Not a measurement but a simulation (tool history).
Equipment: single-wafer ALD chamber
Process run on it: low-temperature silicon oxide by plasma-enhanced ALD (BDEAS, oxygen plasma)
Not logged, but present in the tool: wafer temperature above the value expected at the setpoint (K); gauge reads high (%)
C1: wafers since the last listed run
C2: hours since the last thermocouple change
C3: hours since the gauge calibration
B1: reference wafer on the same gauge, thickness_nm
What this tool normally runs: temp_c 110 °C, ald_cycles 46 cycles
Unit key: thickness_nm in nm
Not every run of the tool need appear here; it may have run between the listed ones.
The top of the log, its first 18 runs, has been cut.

-- hour=254.6 gauge calibrated
run 19 hour=260.6 | temp_c=110 ald_cycles=46 | C1=78 C2=71.2 C3=6 | B1=8.315 | thickness_nm=7.123
run 20 hour=275.2 | temp_c=118 ald_cycles=46 | C1=74 C2=85.8 C3=20.6 | B1=8.316 | thickness_nm=7.023
run 21 hour=290.6 | temp_c=99 ald_cycles=46 | C1=78 C2=101.2 C3=36 | B1=8.307 | thickness_nm=7.284
run 22 hour=297.4 | temp_c=118 ald_cycles=37 | C1=34 C2=108 C3=42.8 | B1=8.326 | thickness_nm=5.59
run 23 hour=314.1 | temp_c=110 ald_cycles=46 | C1=85 C2=124.7 C3=59.5 | B1=8.32 | thickness_nm=7.096
run 24 hour=326.9 | temp_c=99 ald_cycles=40 | C1=65 C2=137.5 C3=72.3 | B1=8.31 | thickness_nm=6.307
run 25 hour=337 | temp_c=110 ald_cycles=46 | C1=51 C2=147.6 C3=82.4 | B1=8.319 | thickness_nm=7.11
run 26 hour=346.9 | temp_c=110 ald_cycles=46 | C1=50 C2=157.5 C3=92.3 | B1=8.308 | thickness_nm=7.049
run 27 hour=358.6 | temp_c=117 ald_cycles=46 | C1=59 C2=169.2 C3=104 | B1=8.31 | thickness_nm=6.929
run 28 hour=371.3 | temp_c=102 ald_cycles=51 | C1=64 C2=181.9 C3=116.7 | B1=8.328 | thickness_nm=7.992
run 29 hour=383 | temp_c=116 ald_cycles=50 | C1=59 C2=193.6 C3=128.4 | B1=8.32 | thickness_nm=7.6
run 30 hour=394.8 | temp_c=98 ald_cycles=55 | C1=60 C2=205.4 C3=140.2 | B1=8.321 | thickness_nm=8.726
run 31 hour=406.4 | temp_c=116 ald_cycles=46 | C1=59 C2=217 C3=151.8 | B1=8.319 | thickness_nm=7.015
run 32 hour=415.6 | temp_c=110 ald_cycles=51 | C1=46 C2=226.2 C3=161 | B1=8.311 | thickness_nm=7.958

Predict the results of run 33:
run 33 hour=425.4 | temp_c=117 ald_cycles=41 | C1=50 C2=236 C3=170.8 | B1=? | thickness_nm=?

Logged for run 33: B1 8.334, thickness_nm 6.241 nm.
Minus the tool's unlogged condition, the same run would have read thickness_nm 6.241 nm.
